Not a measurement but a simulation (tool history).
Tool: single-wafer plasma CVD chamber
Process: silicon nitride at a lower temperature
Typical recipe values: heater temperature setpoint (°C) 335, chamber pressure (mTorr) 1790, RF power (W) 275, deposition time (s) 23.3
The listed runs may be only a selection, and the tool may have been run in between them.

| run | day | heater temperature setpoint (°C) | chamber pressure (mTorr) | RF power (W) | deposition time (s) | wafers since the last listed run | hours since the last thermocouple change | hours since the last RF generator calibration | hours since the last manometer calibration | hours since the showerhead was replaced | hours since the gauge calibration | read-back reference wafer on the same gauge, thickness_nm | mean film thickness on the monitor wafer (angstrom) |
|---|---|---|---|---|---|---|---|---|---|---|---|---|---|
| 1 | 0 | 335 | 1790 | 295 | 23.3 | 0 | 195.9 | 1271.2 | 2117.8 | 2305.4 | 444.7 | 29.527 | 255.94 |
| 2 | 1.5 | 335 | 1790 | 295 | 23.3 | 936 | 231.9 | 1307.2 | 2153.8 | 2341.4 | 480.7 | 29.511 | 255.17 |
| 3 | 3.717 | 335 | 1790 | 275 | 23.3 | 1383 | 285.1 | 1360.4 | 2207 | 2394.6 | 533.9 | 29.498 | 243.19 |
| 4 | 5.588 | 335 | 1790 | 275 | 23.3 | 1167 | 330 | 1405.3 | 2251.9 | 2439.5 | 578.8 | 29.552 | 241.35 |
| 5 | 7.088 | 335 | 1790 | 275 | 23.3 | 936 | 366 | 1441.3 | 2287.9 | 2475.5 | 614.8 | 29.414 | 239.56 |
| 6 | 8.292 | 335 | 1790 | 275 | 23.3 | 751 | 394.9 | 1470.2 | 2316.8 | 2504.4 | 643.7 | 29.476 | 241.5 |
| 7 | 10.583 | 335 | 1790 | 275 | 23.3 | 1430 | 449.9 | 1525.2 | 2371.8 | 2559.4 | 698.7 | 29.457 | 239.55 |
| 8 | 12.942 | 335 | 1790 | 275 | 23.3 | 1471 | 506.5 | 1581.8 | 2428.4 | 2616 | 755.3 | 29.536 | 240.54 |
| 9 | 14.362 | 326 | 1790 | 275 | 23.3 | 886 | 540.6 | 1615.9 | 2462.5 | 2650.1 | 789.4 | 29.507 | 243.51 |
| 10 | 16.1 | 326 | 1790 | 275 | 23.3 | 1084 | 582.3 | 1657.6 | 2504.2 | 2691.8 | 831.1 | 29.45 | 243.11 |
| 11 | 18.262 | 326 | 1790 | 275 | 23.3 | 1349 | 634.2 | 1709.5 | 2556.1 | 2743.7 | 883 | 29.459 | 241.91 |
| 12 | 20.796 | 335 | 1790 | 310 | 23.3 | 1581 | 695 | 1770.3 | 2616.9 | 2804.5 | 943.8 | 29.467 | 261.72 |
| 13 | 23.021 | 335 | 1790 | 310 | 23.3 | 1388 | 748.4 | 1823.7 | 2670.3 | 2857.9 | 997.2 | 29.465 | 261.38 |
| 14 | 25.867 | 335 | 1530 | 275 | 23.3 | 1776 | 816.7 | 1892 | 2738.6 | 2926.2 | 1065.5 | 29.498 | 232.72 |
|  | 28.35 | capacitance manometer re-zeroed and calibrated |
| 15 | 28.371 | 342 | 2090 | 275 | 25.2 | 1354 | 876.8 | 1952.1 | 0.5 | 2986.3 | 1125.6 | 29.561 | 263.92 |
| 16 | 30.179 | 327 | 1350 | 240 | 23.3 | 1128 | 920.2 | 1995.5 | 43.9 | 3029.7 | 1169 | 29.528 | 209.31 |

For run 17, what comes out?
| 17 | 32.279 | 335 | 1790 | 275 | 23.3 | 1310 | 970.6 | 2045.9 | 94.3 | 3080.1 | 1219.4 | ? | ? |

read-back reference wafer on the same gauge, thickness_nm: 29.496
mean film thickness on the monitor wafer (angstrom): 240.46
Minus the tool's unlogged condition, the same run would have read mean film thickness on the monitor wafer (angstrom) 248.15.
